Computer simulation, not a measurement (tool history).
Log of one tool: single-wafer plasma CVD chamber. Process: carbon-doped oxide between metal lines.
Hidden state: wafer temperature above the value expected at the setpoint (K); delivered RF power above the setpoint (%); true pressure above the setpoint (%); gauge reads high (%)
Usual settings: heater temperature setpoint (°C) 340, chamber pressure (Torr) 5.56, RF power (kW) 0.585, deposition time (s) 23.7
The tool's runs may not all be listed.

run,hour,heater temperature setpoint (°C),chamber pressure (Torr),RF power (kW),deposition time (s),wafers since the last listed run,hours since the last thermocouple change,hours since the last RF generator calibration,hours since the last manometer calibration,hours since the showerhead was replaced,hours since the gauge calibration,"read-back reference wafer on the same gauge, thickness_nm",mean film thickness on the monitor wafer (angstrom)
1,0.0,340,5.56,0.585,22.4,0,1461.3,1769.8,1889.3,8175.1,90.3,124.059,1158.06
2,6.1,340,5.56,0.585,22.4,168,1467.4,1775.9,1895.4,8181.2,96.4,124.042,1155.53
3,12.8,348,5.56,0.585,23.7,185,1474.1,1782.6,1902.1,8187.9,103.1,124.112,1187.57
4,26.2,348,5.56,0.585,23.7,370,1487.5,1796.0,1915.5,8201.3,116.5,124.053,1190.25
5,34.7,340,6.65,0.585,23.7,234,1496.0,1804.5,1924.0,8209.8,125.0,123.949,1243.03
6,42.2,340,6.65,0.585,23.7,207,1503.5,1812.0,1931.5,8217.3,132.5,123.982,1242.30
7,55.7,340,5.56,0.585,23.7,372,1517.0,1825.5,1945.0,8230.8,146.0,123.962,1222.94
8,71.0,340,5.56,0.585,23.7,422,1532.3,1840.8,1960.3,8246.1,161.3,124.070,1220.55
9,83.9,340,5.56,0.585,23.7,356,1545.2,1853.7,1973.2,8259.0,174.2,123.954,1218.70
# hour 94.7: showerhead replaced
10,95.2,340,5.56,0.585,23.7,91,1556.5,1865.0,1984.5,0.5,185.5,123.956,1219.94
11,101.0,340,5.56,0.585,25.5,160,1562.3,1870.8,1990.3,6.3,191.3,123.913,1307.35
# hour 120.5: RF generator calibrated
12,121.0,340,5.56,0.585,25.5,331,1582.3,0.5,2010.3,26.3,211.3,123.991,1347.84
# hour 124.9: gauge calibrated
13,135.3,340,5.56,0.585,23.7,395,1596.6,14.8,2024.6,40.6,10.4,124.088,1254.36
14,151.5,340,5.56,0.585,23.7,447,1612.8,31.0,2040.8,56.8,26.6,124.072,1257.10
15,163.6,340,5.56,0.585,23.7,334,1624.9,43.1,2052.9,68.9,38.7,124.020,1255.34
16,172.8,340,6.57,0.585,23.7,254,1634.1,52.3,2062.1,78.1,47.9,123.941,1275.44
# hour 184.9: thermocouple changed; heater temperature recalibrated
17,185.4,352,5.56,0.585,23.7,127,0.5,64.9,2074.7,90.7,60.5,123.905,1207.21
18,187.8,349,5.56,0.585,21.7,66,2.9,67.3,2077.1,93.1,62.9,124.053,1117.22

Run 19 comes next. What will it give?
# hour 201.5: capacitance manometer re-zeroed and calibrated
19,202.0,340,5.56,0.585,23.7,171,17.1,81.5,0.5,107.3,77.1,?,?

read-back reference wafer on the same gauge, thickness_nm: 123.989
mean film thickness on the monitor wafer (angstrom): 1259.72
Without the tool's hidden state the same run would have given mean film thickness on the monitor wafer (angstrom) 1263.04.
